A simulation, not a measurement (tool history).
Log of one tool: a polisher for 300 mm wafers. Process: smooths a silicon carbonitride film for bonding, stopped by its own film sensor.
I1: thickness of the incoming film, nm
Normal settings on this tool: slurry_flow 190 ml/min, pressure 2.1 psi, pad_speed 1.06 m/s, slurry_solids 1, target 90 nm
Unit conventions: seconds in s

run 1 day=0 | slurry_flow=190 pressure=2.1 pad_speed=1.24 slurry_solids=1 target=90 | I1=111.6 | seconds=54.3
run 2 day=1.062 | slurry_flow=190 pressure=2.1 pad_speed=1.32 slurry_solids=1 target=90 | I1=110.9 | seconds=49.3
run 3 day=2.212 | slurry_flow=190 pressure=2.1 pad_speed=1.32 slurry_solids=1 target=90 | I1=110.1 | seconds=46.2
run 4 day=3.392 | slurry_flow=190 pressure=2.1 pad_speed=1.32 slurry_solids=1 target=90 | I1=110 | seconds=45.8
run 5 day=4.008 | slurry_flow=190 pressure=2.1 pad_speed=1.06 slurry_solids=1 target=90 | I1=109.6 | seconds=53.6
-- day=5.079 slurry blender recalibrated
-- day=5.954 head pressure recalibrated
run 6 day=7.425 | slurry_flow=190 pressure=2.1 pad_speed=1.06 slurry_solids=1 target=90 | I1=110.1 | seconds=61.1
run 7 day=8.754 | slurry_flow=220 pressure=2.1 pad_speed=1.06 slurry_solids=1 target=90 | I1=109.7 | seconds=56.6
-- day=9.021 worn pad replaced by a new one
run 8 day=9.733 | slurry_flow=220 pressure=2.1 pad_speed=1.06 slurry_solids=1 target=90 | I1=108.7 | seconds=53.9
run 9 day=10.988 | slurry_flow=190 pressure=1.4 pad_speed=1.36 slurry_solids=1 target=90 | I1=112.4 | seconds=77.7
run 10 day=12.112 | slurry_flow=190 pressure=1.7 pad_speed=1.06 slurry_solids=1 target=90 | I1=110.5 | seconds=74.1
run 11 day=12.683 | slurry_flow=190 pressure=2.5 pad_speed=1.06 slurry_solids=1.3 target=90 | I1=110 | seconds=44
-- day=13.529 slurry nozzle cleaned
run 12 day=13.804 | slurry_flow=190 pressure=2.5 pad_speed=1.36 slurry_solids=1 target=86 | I1=110.4 | seconds=50.1
-- day=14.762 slurry blender recalibrated
run 13 day=14.904 | slurry_flow=190 pressure=2.1 pad_speed=1.06 slurry_solids=1 target=90 | I1=110.5 | seconds=59.8
run 14 day=15.488 | slurry_flow=190 pressure=1.6 pad_speed=0.76 slurry_solids=0.8 target=90 | I1=111.9 | seconds=120.9
run 15 day=16.45 | slurry_flow=190 pressure=2.1 pad_speed=1.06 slurry_solids=1 target=90 | I1=108.5 | seconds=53
run 16 day=17.388 | slurry_flow=135 pressure=2.1 pad_speed=1.44 slurry_solids=1 target=90 | I1=108.1 | seconds=42.7
run 17 day=18.346 | slurry_flow=190 pressure=1.8 pad_speed=1.22 slurry_solids=0.9 target=90 | I1=108.5 | seconds=57.3
run 18 day=19.446 | slurry_flow=255 pressure=2.1 pad_speed=1.38 slurry_solids=1.3 target=87 | I1=110.8 | seconds=45.9
-- day=19.625 worn pad replaced by a new one
run 19 day=20.933 | slurry_flow=150 pressure=2.1 pad_speed=1.26 slurry_solids=0.75 target=90 | I1=110.6 | seconds=64.1
run 20 day=21.521 | slurry_flow=190 pressure=1.6 pad_speed=0.84 slurry_solids=1 target=92 | I1=109.7 | seconds=78.8
run 21 day=22.967 | slurry_flow=245 pressure=2.7 pad_speed=1.06 slurry_solids=1.25 target=85 | I1=108.1 | seconds=44.1
-- day=23.429 slurry blender recalibrated
run 22 day=23.996 | slurry_flow=240 pressure=2.1 pad_speed=1.06 slurry_solids=1 target=86 | I1=110.1 | seconds=64.8
run 23 day=24.779 | slurry_flow=245 pressure=1.6 pad_speed=1.06 slurry_solids=1 target=90 | I1=111.6 | seconds=76.8
run 24 day=26 | slurry_flow=190 pressure=1.4 pad_speed=1.06 slurry_solids=1 target=84 | I1=109.7 | seconds=103.9
run 25 day=27.096 | slurry_flow=190 pressure=1.7 pad_speed=1.06 slurry_solids=1 target=90 | I1=110 | seconds=68.8
run 26 day=28.092 | slurry_flow=190 pressure=2.1 pad_speed=1.06 slurry_solids=1 target=90 | I1=108.6 | seconds=51.5
run 27 day=28.892 | slurry_flow=190 pressure=1.7 pad_speed=1.06 slurry_solids=0.85 target=85 | I1=108.8 | seconds=91

Forecast run 28:
-- day=29.429 worn pad replaced by a new one
run 28 day=30.262 | slurry_flow=230 pressure=2.1 pad_speed=1.26 slurry_solids=1 target=90 | I1=112 | seconds=?

For run 28 the tool returned seconds 51.4 s.
With no hidden state in the tool, this same run would have given seconds 55.9 s.
